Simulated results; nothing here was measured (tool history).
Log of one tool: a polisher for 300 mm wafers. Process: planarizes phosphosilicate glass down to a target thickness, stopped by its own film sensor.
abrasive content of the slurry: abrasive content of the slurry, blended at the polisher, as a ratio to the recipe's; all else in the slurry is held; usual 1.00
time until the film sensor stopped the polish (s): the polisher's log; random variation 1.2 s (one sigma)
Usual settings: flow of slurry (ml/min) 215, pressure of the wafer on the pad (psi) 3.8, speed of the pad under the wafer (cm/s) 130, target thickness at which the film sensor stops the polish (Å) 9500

| run | hour | flow of slurry (ml/min) | pressure of the wafer on the pad (psi) | speed of the pad under the wafer (cm/s) | abrasive content of the slurry | target thickness at which the film sensor stops the polish (Å) | incoming thickness of the incoming film, nm | time until the film sensor stopped the polish (s) |
|---|---|---|---|---|---|---|---|---|
| 1 | 0.0 | 215 | 3.8 | 98 | 1.15 | 9500 | 2005.1 | 128.8 |
|  | 9.0 | worn pad replaced by a new one |
| 2 | 19.6 | 215 | 3.8 | 98 | 1.15 | 9500 | 1953.3 | 115.5 |
| 3 | 46.5 | 215 | 3.8 | 98 | 1.15 | 9500 | 1983.9 | 122.2 |
| 4 | 75.5 | 215 | 3.8 | 130 | 1.00 | 9500 | 1942.9 | 99.2 |
|  | 84.2 | worn pad replaced by a new one |
| 5 | 95.0 | 215 | 3.8 | 130 | 1.00 | 9500 | 1960.6 | 111.3 |
| 6 | 116.5 | 215 | 3.8 | 130 | 1.00 | 9500 | 1959.0 | 112.4 |
|  | 131.6 | slurry blender recalibrated |
|  | 142.2 | worn pad replaced by a new one, repeated, since the last time left the tool worse |
| 7 | 143.4 | 215 | 3.8 | 130 | 1.00 | 9500 | 1958.8 | 93.3 |
| 8 | 178.8 | 215 | 3.8 | 130 | 1.00 | 9500 | 1962.7 | 100.3 |
|  | 207.7 | worn pad replaced by a new one |
| 9 | 212.7 | 215 | 3.8 | 130 | 1.10 | 9500 | 1986.0 | 94.8 |
|  | 237.2 | head pressure recalibrated |
| 10 | 240.2 | 215 | 3.8 | 130 | 1.00 | 9500 | 1943.5 | 98.2 |
|  | 254.4 | slurry nozzle cleaned |
|  | 260.7 | conditioning disc replaced and pad reconditioned |
| 11 | 265.2 | 215 | 3.8 | 130 | 0.90 | 6680 | 1985.7 | 137.7 |
| 12 | 278.0 | 215 | 3.8 | 130 | 0.85 | 12780 | 1952.8 | 71.0 |
|  | 283.7 | worn pad replaced by a new one |
| 13 | 304.2 | 215 | 3.1 | 130 | 1.10 | 9500 | 1965.8 | 107.3 |
| 14 | 317.9 | 215 | 3.8 | 102 | 0.85 | 10830 | 1945.7 | 112.1 |
| 15 | 339.2 | 215 | 4.8 | 130 | 1.00 | 6900 | 1986.0 | 111.8 |
|  | 348.1 | worn pad replaced by a new one |
| 16 | 371.7 | 215 | 3.2 | 130 | 0.85 | 9500 | 2005.5 | 121.9 |

3 ways to go on from here, each from the tool as it stands after run 16. What would each give?
| A | 372.1 | 215 | 3.8 | 130 | 1.00 | 9500 | 1974.5 | ? |
| B | 372.1 | 290 | 2.9 | 130 | 1.00 | 6290 | 1974.5 | ? |
| C | 372.1 | 215 | 2.9 | 100 | 1.10 | 11550 | 1974.5 | ? |

| run | time until the film sensor stopped the polish (s) |
|---|---|
| A | 98.4 |
| B | 148.6 |
| C | 111.7 |
Without the tool's hidden state the same runs would have given:
| run | time until the film sensor stopped the polish (s) |
|---|---|
| A | 93.8 |
| B | 141.7 |
| C | 106.5 |
